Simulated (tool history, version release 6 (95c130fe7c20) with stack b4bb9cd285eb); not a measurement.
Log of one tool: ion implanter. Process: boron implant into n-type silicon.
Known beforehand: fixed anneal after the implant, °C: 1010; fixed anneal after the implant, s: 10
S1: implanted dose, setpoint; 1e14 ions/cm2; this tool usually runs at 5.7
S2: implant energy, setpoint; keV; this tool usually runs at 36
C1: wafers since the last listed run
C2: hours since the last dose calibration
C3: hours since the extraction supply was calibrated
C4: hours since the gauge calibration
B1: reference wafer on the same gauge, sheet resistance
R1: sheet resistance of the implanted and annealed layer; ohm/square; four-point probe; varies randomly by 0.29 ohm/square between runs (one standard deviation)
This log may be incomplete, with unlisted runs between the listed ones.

run	hour	S1	S2	C1	C2	C3	C4	B1	R1
1	0	5.7	36	0	2252.2	6932.5	10.5	196.01	190.27
2	13.3	5.7	36	254	2265.5	6945.8	23.8	195.96	190.06
3	46.9	5.7	36	642	2299.1	6979.4	57.4	196.04	190.68
# hour 58.3: extraction supply calibrated
4	61	5.7	36	116	2313.2	2.7	71.5	196.09	190.28
5	70.5	6.24	36	181	2322.7	12.2	81	195.92	176.42
6	79.2	6.24	36	166	2331.4	20.9	89.7	196.01	176.66
# hour 100.8: Faraday cup replaced and dose calibrated
7	101.3	6.24	36	269	0.5	43	111.8	195.99	176.5
# hour 105.6: gauge calibrated
8	108.2	4.43	29.5	131	7.4	49.9	2.6	195.93	238.47
9	116.9	6.85	36	166	16.1	58.6	11.3	196	163.13
10	129.6	5.7	36	242	28.8	71.3	24	195.94	190.42
11	142.6	4.97	45.5	248	41.8	84.3	37	196.03	207.95
12	149.2	5.14	36	126	48.4	90.9	43.6	196.03	206.94
13	161.3	4.42	39.5	231	60.5	103	55.7	196.05	231.83
14	170.5	6.17	46.5	175	69.7	112.2	64.9	195.99	175.05

Each row is a separate what-if for the run after 14, all from the same tool condition, not one after another. Results?
A	170.9	5.7	36	7	70.1	112.6	65.3	?	?
B	170.9	5.7	24.5	7	70.1	112.6	65.3	?	?
C	170.9	4.67	29	7	70.1	112.6	65.3	?	?
D	170.9	4.79	42.5	7	70.1	112.6	65.3	?	?

run	B1	R1
A	195.96	190.11
B	195.96	197.41
C	195.96	228.54
D	195.96	215.52
With the hidden condition removed and each run's random variation left untouched, the same runs would have given:
run	R1
A	190.11
B	197.41
C	228.54
D	215.52
